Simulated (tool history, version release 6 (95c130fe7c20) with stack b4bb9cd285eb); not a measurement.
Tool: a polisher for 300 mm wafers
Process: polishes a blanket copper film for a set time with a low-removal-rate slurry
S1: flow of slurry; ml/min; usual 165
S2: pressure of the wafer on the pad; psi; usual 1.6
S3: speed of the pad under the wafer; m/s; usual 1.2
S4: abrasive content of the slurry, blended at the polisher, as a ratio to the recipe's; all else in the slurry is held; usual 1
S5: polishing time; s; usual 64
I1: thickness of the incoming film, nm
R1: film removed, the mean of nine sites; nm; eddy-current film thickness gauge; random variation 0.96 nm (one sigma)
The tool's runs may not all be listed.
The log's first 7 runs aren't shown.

run	day	S1	S2	S3	S4	S5	I1	R1
# day 33.617: worn pad replaced by a new one
# day 39.671: slurry blender recalibrated
8	40.842	165	1.6	1.2	1	64	908.4	98.4
9	43.15	165	1.6	1.2	0.95	64	912	95.1
10	46.075	165	1.6	1.2	1	64	911.4	93.9
11	48.562	165	1.6	1.2	1	50	894.4	72.3
# day 49.271: slurry nozzle cleaned
12	52.762	165	1.6	1.2	1	50	910.8	74.8
13	55.396	125	1.6	1.2	1	70	900	99.5
14	57.417	165	1.6	0.86	0.85	64	911.9	73.5
# day 59.9: worn pad replaced by a new one
# day 60.054: slurry blender recalibrated
15	61.088	165	1.6	1.2	1	64	906.8	94.6
16	64.1	130	1.6	1.2	1	64	905.7	89
# day 65.658: head pressure recalibrated
17	66.171	125	1.6	1.2	1.15	64	911.2	100.8
18	68.571	165	1.6	1.2	1	64	922.7	99.5
19	72.7	165	1.6	1.2	1	42	910.2	62
# day 75.204: slurry nozzle cleaned
20	77.154	165	1.6	1.2	1	64	907.8	100.4
21	78.671	165	1.6	1.2	0.7	74	909.7	101.5
# day 82.008: worn pad replaced by a new one
22	82.029	195	1.4	1.2	0.7	46	896.2	56
# day 82.275: slurry blender recalibrated
23	84.954	115	1.6	0.78	0.8	52	901.8	53.1
24	86.979	130	1.6	1.2	1	64	913.2	92.8
25	89.412	165	1.6	1.2	1.15	49	915.2	78.2
26	92.354	165	1.6	1.2	1	64	912.9	96.6
27	95.542	165	1.6	1.2	1.25	64	909.9	99.9
# day 97.662: slurry nozzle cleaned
28	97.938	180	1.6	1.2	1	85	902.5	131.9
29	101.3	165	1.6	1.2	1	64	928.7	96.5
30	103.521	165	1.2	1.2	1	49	911.9	56.2

Forecast each of these 4 alternatives for the next run:
A	103.538	165	1.6	1.2	1	64	929.5	?
B	103.538	200	1.1	1.2	1	73	929.5	?
C	103.538	165	1.6	1.38	1	81	929.5	?
D	103.538	105	1.6	1.2	1	64	929.5	?

run	R1
A	97.3
B	78.7
C	134.8
D	87.2
Without the tool's hidden state the same runs would have given:
run	R1
A	105.5
B	85.3
C	146.3
D	95.1

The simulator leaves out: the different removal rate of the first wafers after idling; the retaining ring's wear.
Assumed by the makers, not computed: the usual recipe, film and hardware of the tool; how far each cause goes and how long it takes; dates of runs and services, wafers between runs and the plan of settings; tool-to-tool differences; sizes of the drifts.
